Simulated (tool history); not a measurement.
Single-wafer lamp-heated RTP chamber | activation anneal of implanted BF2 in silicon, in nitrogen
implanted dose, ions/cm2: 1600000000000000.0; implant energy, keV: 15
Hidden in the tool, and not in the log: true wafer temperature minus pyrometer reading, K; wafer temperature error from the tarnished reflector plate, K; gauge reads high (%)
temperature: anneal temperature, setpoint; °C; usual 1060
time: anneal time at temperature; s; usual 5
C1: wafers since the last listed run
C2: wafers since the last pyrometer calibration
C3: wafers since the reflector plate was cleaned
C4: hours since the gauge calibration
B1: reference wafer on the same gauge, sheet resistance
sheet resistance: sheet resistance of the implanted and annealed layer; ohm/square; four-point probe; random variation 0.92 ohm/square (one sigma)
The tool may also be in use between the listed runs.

Run 1, hour 0.0: usual settings but temperature 1041 °C; C1 0; C2 3852; C3 1752; C4 111.5; B1 203.84. Result: sheet resistance 187.51 ohm/square.
Run 2, hour 31.5: usual settings but temperature 1041 °C; C1 473; C2 4325; C3 2225; C4 143.0; B1 204.18. Result: sheet resistance 184.95 ohm/square.
At hour 98.6: pyrometer window cleaned and pyrometer calibrated.
Run 3, hour 155.0: usual settings but temperature 1041 °C; C1 1734; C2 847; C3 3959; C4 266.5; B1 204.04. Result: sheet resistance 190.93 ohm/square.
Run 4, hour 183.4: usual settings; C1 426; C2 1273; C3 4386; C4 294.9; B1 204.09. Result: sheet resistance 166.50 ohm/square.
Run 5, hour 208.6: usual settings; C1 378; C2 1651; C3 4764; C4 320.1; B1 203.83. Result: sheet resistance 165.13 ohm/square.
Run 6, hour 234.1: usual settings; C1 382; C2 2034; C3 5147; C4 345.6; B1 203.88. Result: sheet resistance 161.63 ohm/square.
Run 7, hour 276.3: usual settings; C1 633; C2 2668; C3 5781; C4 387.8; B1 204.17. Result: sheet resistance 165.30 ohm/square.
Run 8, hour 336.0: usual settings but time 6 s; C1 896; C2 3565; C3 6678; C4 447.5; B1 203.98. Result: sheet resistance 155.91 ohm/square.
Run 9, hour 410.4: usual settings but temperature 1083 °C, time 8 s; C1 1117; C2 4682; C3 7795; C4 521.9; B1 204.25. Result: sheet resistance 126.08 ohm/square.
At hour 418.6: pyrometer window cleaned and pyrometer calibrated.
At hour 507.7: reflector plate cleaned.
Run 10, hour 582.1: usual settings but temperature 1041 °C; C1 2338; C2 2335; C3 1116; C4 693.6; B1 204.16. Result: sheet resistance 187.12 ohm/square.
Run 11, hour 749.4: usual settings; C1 2512; C2 4847; C3 3629; C4 860.9; B1 204.06. Result: sheet resistance 163.07 ohm/square.
At hour 785.9: pyrometer window cleaned and pyrometer calibrated.
At hour 808.8: gauge calibrated.
Run 12, hour 820.7: usual settings but temperature 1037 °C, time 8 s; C1 950; C2 522; C3 4579; C4 11.9; B1 203.95. Result: sheet resistance 180.56 ohm/square.
Run 13, hour 920.5: usual settings but temperature 1081 °C, time 8 s; C1 1498; C2 2020; C3 6078; C4 111.7; B1 203.92. Result: sheet resistance 131.13 ohm/square.
Run 14, hour 991.4: usual settings but temperature 1047 °C; C1 1064; C2 3085; C3 7143; C4 182.6; B1 203.95. Result: sheet resistance 180.44 ohm/square.
Run 15, hour 1024.0: usual settings but temperature 1039 °C, time 6 s; C1 489; C2 3575; C3 7632; C4 215.2; B1 203.95. Result: sheet resistance 181.95 ohm/square.
Run 16, hour 1089.0: usual settings but time 3 s; C1 976; C2 4551; C3 8608; C4 280.2; B1 203.77. Result: sheet resistance 179.19 ohm/square.
At hour 1111.7: pyrometer window cleaned and pyrometer calibrated.
At hour 1137.0: reflector plate cleaned.
Run 17, hour 1143.8: usual settings but temperature 1078 °C, time 3 s; C1 582; C2 362; C3 101; C4 335.0; B1 204.02. Result: sheet resistance 162.64 ohm/square.

Some steps in sheet resistance between neighbouring runs. How much of each would the tool show without its hidden state too (settings, what came in, random variation), and how much is left for the hidden state, with any gauge scatter that isn't in both results?
Run 9 -> 10: temperature 1083 -> 1041, time 8 -> 5, pyrometer window cleaned and pyrometer calibrated, reflector plate cleaned. sheet resistance +61.04 ohm/square: hidden state -1.47, all else +62.51.
Run 16 -> 17: temperature 1060 -> 1078, pyrometer window cleaned and pyrometer calibrated, reflector plate cleaned. sheet resistance -16.55 ohm/square: hidden state +6.82, all else -23.37.
